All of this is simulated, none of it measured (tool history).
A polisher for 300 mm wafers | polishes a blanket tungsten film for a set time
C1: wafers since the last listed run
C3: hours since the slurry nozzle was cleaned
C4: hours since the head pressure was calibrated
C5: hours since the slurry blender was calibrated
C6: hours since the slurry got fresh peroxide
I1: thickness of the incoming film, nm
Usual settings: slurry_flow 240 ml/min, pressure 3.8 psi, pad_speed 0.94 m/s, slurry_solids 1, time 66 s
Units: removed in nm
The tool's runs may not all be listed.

Run 1, hour 0: usual settings but time 51 s; C1 0; wafers polished on this pad 1625; C3 391.3; C4 1036.1; C5 127.9; C6 16.9; I1 862.1. Result: removed 267.5 nm.
Run 2, hour 59.6: usual settings but time 51 s; C1 424; wafers polished on this pad 2050; C3 450.9; C4 1095.7; C5 187.5; C6 76.5; I1 857. Result: removed 262 nm.
At hour 161.6: slurry nozzle cleaned.
Run 3, hour 162.1: usual settings; C1 722; wafers polished on this pad 2772; C3 0.5; C4 1198.2; C5 290; C6 179; I1 872.5. Result: removed 341.6 nm.
At hour 204.7: head pressure recalibrated.
At hour 240.1: worn pad replaced by a new one.
At hour 290.5: slurry blender recalibrated.
Run 4, hour 417.7: usual settings; C1 1762; wafers polished on this pad 1250; C3 256.1; C4 213; C5 127.2; C6 434.6; I1 846. Result: removed 340.2 nm.
Run 5, hour 517.6: usual settings; C1 711; wafers polished on this pad 1961; C3 356; C4 312.9; C5 227.1; C6 534.5; I1 870.1. Result: removed 327.9 nm.
At hour 536.6: slurry tank refilled with fresh slurry and peroxide.
Run 6, hour 621.7: usual settings; C1 734; wafers polished on this pad 2695; C3 460.1; C4 417; C5 331.2; C6 85.1; I1 863.5. Result: removed 347.2 nm.
Run 7, hour 659: usual settings; C1 265; wafers polished on this pad 2961; C3 497.4; C4 454.3; C5 368.5; C6 122.4; I1 853.4. Result: removed 342.6 nm.
At hour 674.9: slurry nozzle cleaned.
At hour 718.5: worn pad replaced by a new one.
Run 8, hour 734.9: usual settings; C1 504; wafers polished on this pad 116; C3 60; C4 530.2; C5 444.4; C6 198.3; I1 852.3. Result: removed 342.3 nm.
Run 9, hour 831: usual settings but slurry_flow 190 ml/min, pad_speed 0.86 m/s; C1 684; wafers polished on this pad 800; C3 156.1; C4 626.3; C5 540.5; C6 294.4; I1 847.6. Result: removed 305.1 nm.
At hour 846.6: slurry blender recalibrated.
Run 10, hour 871.3: usual settings but slurry_flow 190 ml/min, pad_speed 0.86 m/s; C1 272; wafers polished on this pad 1073; C3 196.4; C4 666.6; C5 24.7; C6 334.7; I1 868. Result: removed 302.2 nm.
Run 11, hour 918.8: usual settings but pad_speed 0.8 m/s; C1 338; wafers polished on this pad 1411; C3 243.9; C4 714.1; C5 72.2; C6 382.2; I1 856.6. Result: removed 296.5 nm.
At hour 977.3: slurry tank refilled with fresh slurry and peroxide.
Run 12, hour 1025.2: usual settings but time 74 s; C1 750; wafers polished on this pad 2162; C3 350.3; C4 820.5; C5 178.6; C6 47.9; I1 852.5. Result: removed 386 nm.
Run 13, hour 1097.1: usual settings but slurry_solids 1.2; C1 511; wafers polished on this pad 2674; C3 422.2; C4 892.4; C5 250.5; C6 119.8; I1 868.2. Result: removed 352.1 nm.
At hour 1163.9: slurry nozzle cleaned.
Run 14, hour 1191.3: usual settings but slurry_flow 210 ml/min; C1 663; wafers polished on this pad 3337; C3 27.4; C4 986.6; C5 344.7; C6 214; I1 852. Result: removed 335.2 nm.
At hour 1205.6: head pressure recalibrated.
At hour 1256.6: worn pad replaced by a new one.
Run 15, hour 1297.9: usual settings but slurry_flow 190 ml/min, time 87 s; C1 716; wafers polished on this pad 294; C3 134; C4 92.3; C5 451.3; C6 320.6; I1 857.6. Result: removed 432.7 nm.
Run 16, hour 1334.4: usual settings; C1 259; wafers polished on this pad 554; C3 170.5; C4 128.8; C5 487.8; C6 357.1; I1 847.2. Result: removed 335.8 nm.
At hour 1373.5: slurry blender recalibrated.
Run 17, hour 1378.3: usual settings but slurry_flow 290 ml/min, pressure 3.4 psi, pad_speed 0.8 m/s; C1 298; wafers polished on this pad 852; C3 214.4; C4 172.7; C5 4.8; C6 401; I1 867.6. Result: removed 271.4 nm.
At hour 1423.6: slurry tank refilled with fresh slurry and peroxide.
Run 18, hour 1448.3: usual settings but pressure 2.8 psi, pad_speed 1.18 m/s; C1 491; wafers polished on this pad 1343; C3 284.4; C4 242.7; C5 74.8; C6 24.7; I1 858.9. Result: removed 311.5 nm.
At hour 1616.3: slurry nozzle cleaned.
At hour 1765.9: worn pad replaced by a new one.
Run 19, hour 1767.4: usual settings but pad_speed 1.1 m/s, slurry_solids 0.85, time 44 s; C1 2236; wafers polished on this pad 10; C3 151.1; C4 561.8; C5 393.9; C6 343.8; I1 856.7. Result: removed 250.9 nm.
Run 20, hour 1804.7: usual settings; C1 265; wafers polished on this pad 276; C3 188.4; C4 599.1; C5 431.2; C6 381.1; I1 861.4. Result: removed 333.1 nm.
At hour 1851: slurry tank refilled with fresh slurry and peroxide.
Run 21, hour 1861.2: usual settings but pad_speed 1.04 m/s, slurry_solids 1.1, time 86 s; C1 395; wafers polished on this pad 671; C3 244.9; C4 655.6; C5 487.7; C6 10.2; I1 857.8. Result: removed 496.4 nm.
At hour 1871.1: slurry blender recalibrated.
Run 22, hour 1927.3: usual settings but slurry_flow 195 ml/min, pressure 4.7 psi, pad_speed 1.06 m/s; C1 456; wafers polished on this pad 1127; C3 311; C4 721.7; C5 56.2; C6 76.3; I1 847.2. Result: removed 452.5 nm.
Run 23, hour 2010.6: usual settings but pad_speed 0.78 m/s; C1 593; wafers polished on this pad 1720; C3 394.3; C4 805; C5 139.5; C6 159.6; I1 850.5. Result: removed 285.7 nm.
At hour 2053.8: slurry nozzle cleaned.
Run 24, hour 2063.9: usual settings but slurry_solids 0.9; C1 372; wafers polished on this pad 2093; C3 10.1; C4 858.3; C5 192.8; C6 212.9; I1 852.5. Result: removed 335.4 nm.
Run 25, hour 2111.8: usual settings but slurry_flow 190 ml/min, pad_speed 0.86 m/s; C1 341; wafers polished on this pad 2434; C3 58; C4 906.2; C5 240.7; C6 260.8; I1 866.2. Result: removed 302.2 nm.

Forecast each of these 5 alternatives for the next run:
Run A, hour 2112.2: usual settings but time 52 s; C1 2; wafers polished on this pad 2437; C3 58.4; C4 906.6; C5 241.1; C6 261.2; I1 869.1. Result: removed ?.
Run B, hour 2112.2: usual settings but pressure 4.4 psi, time 58 s; C1 2; wafers polished on this pad 2437; C3 58.4; C4 906.6; C5 241.1; C6 261.2; I1 869.1. Result: removed ?.
Run C, hour 2112.2: usual settings but slurry_flow 265 ml/min; C1 2; wafers polished on this pad 2437; C3 58.4; C4 906.6; C5 241.1; C6 261.2; I1 869.1. Result: removed ?.
Run D, hour 2112.2: usual settings but pad_speed 1.14 m/s; C1 2; wafers polished on this pad 2437; C3 58.4; C4 906.6; C5 241.1; C6 261.2; I1 869.1. Result: removed ?.
Run E, hour 2112.2: usual settings but pressure 5 psi, slurry_solids 0.8, time 79 s; C1 2; wafers polished on this pad 2437; C3 58.4; C4 906.6; C5 241.1; C6 261.2; I1 869.1. Result: removed ?.

run  removed
  A    266.2
  B    343.7
  C    341.7
  D    399.4
  E    516.4
Without the tool's hidden state the same runs would have given:
run  removed
  A    272.5
  B    351.9
  C    349.9
  D    408.9
  E    528.7
